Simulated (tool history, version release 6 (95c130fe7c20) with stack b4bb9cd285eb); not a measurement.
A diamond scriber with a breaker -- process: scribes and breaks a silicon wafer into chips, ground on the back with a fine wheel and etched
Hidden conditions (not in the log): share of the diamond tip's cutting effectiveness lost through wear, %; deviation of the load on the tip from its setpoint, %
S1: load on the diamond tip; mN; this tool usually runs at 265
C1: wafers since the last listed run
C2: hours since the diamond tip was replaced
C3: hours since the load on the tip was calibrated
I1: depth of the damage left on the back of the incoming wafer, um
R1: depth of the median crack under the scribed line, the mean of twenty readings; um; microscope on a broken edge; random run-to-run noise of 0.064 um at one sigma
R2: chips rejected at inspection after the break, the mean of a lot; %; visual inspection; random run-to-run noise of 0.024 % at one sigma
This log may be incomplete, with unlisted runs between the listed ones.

{"run": 1, "day": 0.0, "S1": 265, "C1": 0, "C2": 379.3, "C3": 378.5, "I1": 0.33, "R1": 7.51, "R2": 0.88}
{"run": 2, "day": 3.154, "S1": 265, "C1": 102, "C2": 455, "C3": 454.2, "I1": 0.33, "R1": 7.34, "R2": 1.03}
{"run": 3, "day": 4.104, "S1": 265, "C1": 30, "C2": 477.8, "C3": 477, "I1": 0.41, "R1": 7.34, "R2": 1.01}
{"run": 4, "day": 5.329, "S1": 265, "C1": 39, "C2": 507.2, "C3": 506.4, "I1": 0.61, "R1": 7.4, "R2": 1.06}
{"run": 5, "day": 5.979, "S1": 265, "C1": 21, "C2": 522.8, "C3": 522, "I1": 0.46, "R1": 7.42, "R2": 1.13}
{"run": 6, "day": 6.692, "S1": 265, "C1": 23, "C2": 539.9, "C3": 539.1, "I1": 0.53, "R1": 7.39, "R2": 1.2}
{"run": 7, "day": 7.75, "S1": 265, "C1": 34, "C2": 565.3, "C3": 564.5, "I1": 0.35, "R1": 7.2, "R2": 1.24}
{"run": 8, "day": 9.029, "S1": 265, "C1": 41, "C2": 596, "C3": 595.2, "I1": 0.42, "R1": 7.27, "R2": 1.36}
{"run": 9, "day": 9.8, "S1": 265, "C1": 25, "C2": 614.5, "C3": 613.7, "I1": 0.49, "R1": 7.23, "R2": 1.36}
{"run": 10, "day": 11.817, "S1": 265, "C1": 65, "C2": 662.9, "C3": 662.1, "I1": 0.51, "R1": 7.2, "R2": 1.53}
{"run": 11, "day": 13.267, "S1": 208, "C1": 47, "C2": 697.7, "C3": 696.9, "I1": 0.38, "R1": 5.89, "R2": 12.8}
{"run": 12, "day": 14.325, "S1": 265, "C1": 34, "C2": 723.1, "C3": 722.3, "I1": 0.44, "R1": 7.07, "R2": 1.92}
{"run": 13, "day": 15.467, "S1": 265, "C1": 37, "C2": 750.5, "C3": 749.7, "I1": 0.75, "R1": 7.13, "R2": 2.16}
{"run": 14, "day": 16.208, "S1": 265, "C1": 24, "C2": 768.3, "C3": 767.5, "I1": 0.32, "R1": 7.1, "R2": 1.97}
{"run": 15, "day": 16.892, "S1": 265, "C1": 22, "C2": 784.7, "C3": 783.9, "I1": 0.63, "R1": 7.09, "R2": 2.31}
{"run": 16, "day": 17.417, "S1": 247, "C1": 17, "C2": 797.3, "C3": 796.5, "I1": 0.68, "R1": 6.52, "R2": 4.53}
{"run": 17, "day": 18.712, "S1": 340, "C1": 42, "C2": 828.4, "C3": 827.6, "I1": 0.75, "R1": 8.39, "R2": 1.72}
{"run": 18, "day": 20.125, "S1": 265, "C1": 45, "C2": 862.3, "C3": 861.5, "I1": 0.33, "R1": 6.82, "R2": 2.73}
{"day": 21.104, "done": "diamond tip replaced by a new one"}
{"run": 19, "day": 21.488, "S1": 206, "C1": 41, "C2": 9.2, "C3": 894.2, "I1": 0.78, "R1": 6.29, "R2": 7.05}
{"run": 20, "day": 22.067, "S1": 265, "C1": 18, "C2": 23.1, "C3": 908.1, "I1": 0.45, "R1": 7.71, "R2": 0.61}
{"day": 22.454, "done": "load on the tip recalibrated"}
{"run": 21, "day": 25.421, "S1": 187, "C1": 106, "C2": 103.6, "C3": 71.2, "I1": 0.68, "R1": 5.81, "R2": 13.81}
{"run": 22, "day": 26.362, "S1": 302, "C1": 30, "C2": 126.2, "C3": 93.8, "I1": 0.79, "R1": 8.43, "R2": 1.99}
{"run": 23, "day": 27.658, "S1": 229, "C1": 42, "C2": 157.3, "C3": 124.9, "I1": 0.7, "R1": 6.88, "R2": 3.13}
{"run": 24, "day": 28.375, "S1": 265, "C1": 23, "C2": 174.5, "C3": 142.1, "I1": 0.69, "R1": 7.64, "R2": 0.61}
{"run": 25, "day": 28.983, "S1": 191, "C1": 19, "C2": 189.1, "C3": 156.7, "I1": 0.69, "R1": 5.88, "R2": 12.75}
{"run": 26, "day": 29.488, "S1": 193, "C1": 16, "C2": 201.2, "C3": 168.8, "I1": 0.38, "R1": 5.91, "R2": 11.31}
{"run": 27, "day": 30.267, "S1": 265, "C1": 25, "C2": 219.9, "C3": 187.5, "I1": 0.38, "R1": 7.65, "R2": 0.6}
{"run": 28, "day": 31.317, "S1": 286, "C1": 34, "C2": 245.1, "C3": 212.7, "I1": 0.72, "R1": 8.16, "R2": 0.99}
{"run": 29, "day": 32.662, "S1": 338, "C1": 43, "C2": 277.4, "C3": 245, "I1": 0.51, "R1": 9.39, "R2": 4.63}
{"run": 30, "day": 33.604, "S1": 265, "C1": 30, "C2": 300, "C3": 267.6, "I1": 0.68, "R1": 7.62, "R2": 0.67}
{"run": 31, "day": 34.55, "S1": 223, "C1": 30, "C2": 322.7, "C3": 290.3, "I1": 0.61, "R1": 6.68, "R2": 4.27}
{"run": 32, "day": 35.062, "S1": 265, "C1": 16, "C2": 335, "C3": 302.6, "I1": 0.66, "R1": 7.49, "R2": 0.73}

Here are 5 independent what-if runs from the current tool condition. What would each one return?
{"run": "A", "day": 35.092, "S1": 204, "C1": 0, "C2": 335.7, "C3": 303.3, "I1": 0.55, "R1": "?", "R2": "?"}
{"run": "B", "day": 35.092, "S1": 226, "C1": 0, "C2": 335.7, "C3": 303.3, "I1": 0.55, "R1": "?", "R2": "?"}
{"run": "C", "day": 35.092, "S1": 218, "C1": 0, "C2": 335.7, "C3": 303.3, "I1": 0.55, "R1": "?", "R2": "?"}
{"run": "D", "day": 35.092, "S1": 220, "C1": 0, "C2": 335.7, "C3": 303.3, "I1": 0.55, "R1": "?", "R2": "?"}
{"run": "E", "day": 35.092, "S1": 339, "C1": 0, "C2": 335.7, "C3": 303.3, "I1": 0.55, "R1": "?", "R2": "?"}

run=A R1=6.14 R2=8.73
run=B R1=6.68 R2=3.99
run=C R1=6.48 R2=5.44
run=D R1=6.53 R2=5.05
run=E R1=9.15 R2=4.96
Had the tool no hidden state, the same runs would have come out as:
run=A R1=6.27 R2=7.36
run=B R1=6.82 R2=3.1
run=C R1=6.62 R2=4.37
run=D R1=6.67 R2=4.03
run=E R1=9.35 R2=6.09
